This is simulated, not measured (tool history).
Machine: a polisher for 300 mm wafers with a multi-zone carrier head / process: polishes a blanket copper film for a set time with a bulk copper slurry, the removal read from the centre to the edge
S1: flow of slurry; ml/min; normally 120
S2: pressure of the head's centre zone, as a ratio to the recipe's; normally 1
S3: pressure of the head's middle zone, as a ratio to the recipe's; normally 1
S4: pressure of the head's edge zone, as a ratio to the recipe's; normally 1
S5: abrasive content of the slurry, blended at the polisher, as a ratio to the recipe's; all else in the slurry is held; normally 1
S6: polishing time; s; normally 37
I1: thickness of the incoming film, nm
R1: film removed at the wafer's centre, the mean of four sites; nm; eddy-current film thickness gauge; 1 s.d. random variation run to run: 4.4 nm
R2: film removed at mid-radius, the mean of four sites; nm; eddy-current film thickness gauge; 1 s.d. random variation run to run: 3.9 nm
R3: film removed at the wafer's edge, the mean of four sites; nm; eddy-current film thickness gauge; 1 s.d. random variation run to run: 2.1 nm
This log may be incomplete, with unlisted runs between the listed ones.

| run | hour | S1 | S2 | S3 | S4 | S5 | S6 | I1 | R1 | R2 | R3 |
|---|---|---|---|---|---|---|---|---|---|---|---|
| 1 | 0 | 120 | 1 | 1 | 1 | 1 | 37 | 3557.7 | 309.5 | 299.8 | 297.5 |
| 2 | 37.6 | 120 | 1 | 0.91 | 0.96 | 1 | 32 | 3552.7 | 271.6 | 236.5 | 252 |
| 3 | 137 | 120 | 0.91 | 1.11 | 1 | 1.15 | 31 | 3566.4 | 256 | 276.4 | 255 |
| 4 | 199 | 120 | 1 | 1 | 1 | 1 | 37 | 3553.7 | 319.5 | 284 | 291.8 |
| 5 | 261.5 | 120 | 1 | 1.11 | 1.07 | 0.85 | 46 | 3587.3 | 391.9 | 364.4 | 356.4 |
|  | 330.9 | slurry nozzle cleaned |
| 6 | 345 | 120 | 1 | 1 | 0.93 | 1 | 26 | 3571.1 | 224.3 | 200.7 | 198.4 |
| 7 | 437 | 120 | 1 | 1 | 1 | 0.9 | 37 | 3584.7 | 298.7 | 275.2 | 273.9 |
|  | 468.1 | carrier head's membrane replaced by a new one |
|  | 515.7 | worn pad replaced by a new one |
| 8 | 540.1 | 120 | 0.95 | 1 | 1.03 | 1 | 37 | 3596.2 | 334.7 | 292.7 | 305 |
|  | 592 | centre zone pressure recalibrated |
| 9 | 611.5 | 120 | 0.96 | 0.9 | 1 | 1.15 | 37 | 3585.8 | 299.4 | 284.7 | 307.4 |
| 10 | 667.7 | 120 | 1 | 1 | 1 | 1.2 | 37 | 3588.9 | 327.4 | 307.2 | 314.4 |
|  | 759.8 | edge zone pressure recalibrated |
| 11 | 760.3 | 120 | 1.1 | 0.97 | 1 | 1 | 37 | 3513 | 330.8 | 290.6 | 297.5 |
| 12 | 821.1 | 120 | 1 | 1 | 1 | 1 | 37 | 3580.4 | 301 | 293.1 | 298 |
| 13 | 871.7 | 150 | 1 | 1 | 1 | 1.2 | 37 | 3505.4 | 339.7 | 315 | 316.3 |
| 14 | 958.1 | 120 | 1 | 1 | 1 | 1 | 37 | 3487.1 | 307.5 | 282.1 | 289.9 |

Run 15, settings as shown, results not yet in. Your forecast:
|  | 983.1 | slurry nozzle cleaned |
| 15 | 1014.7 | 120 | 1 | 1 | 1 | 1 | 37 | 3591.9 | ? | ? | ? |

R1: 309.2 nm
R2: 283.1 nm
R3: 287.4 nm
Had the tool carried no hidden state, the very same run would have given R1 304.4 nm, R2 297.1 nm, R3 301.5 nm.

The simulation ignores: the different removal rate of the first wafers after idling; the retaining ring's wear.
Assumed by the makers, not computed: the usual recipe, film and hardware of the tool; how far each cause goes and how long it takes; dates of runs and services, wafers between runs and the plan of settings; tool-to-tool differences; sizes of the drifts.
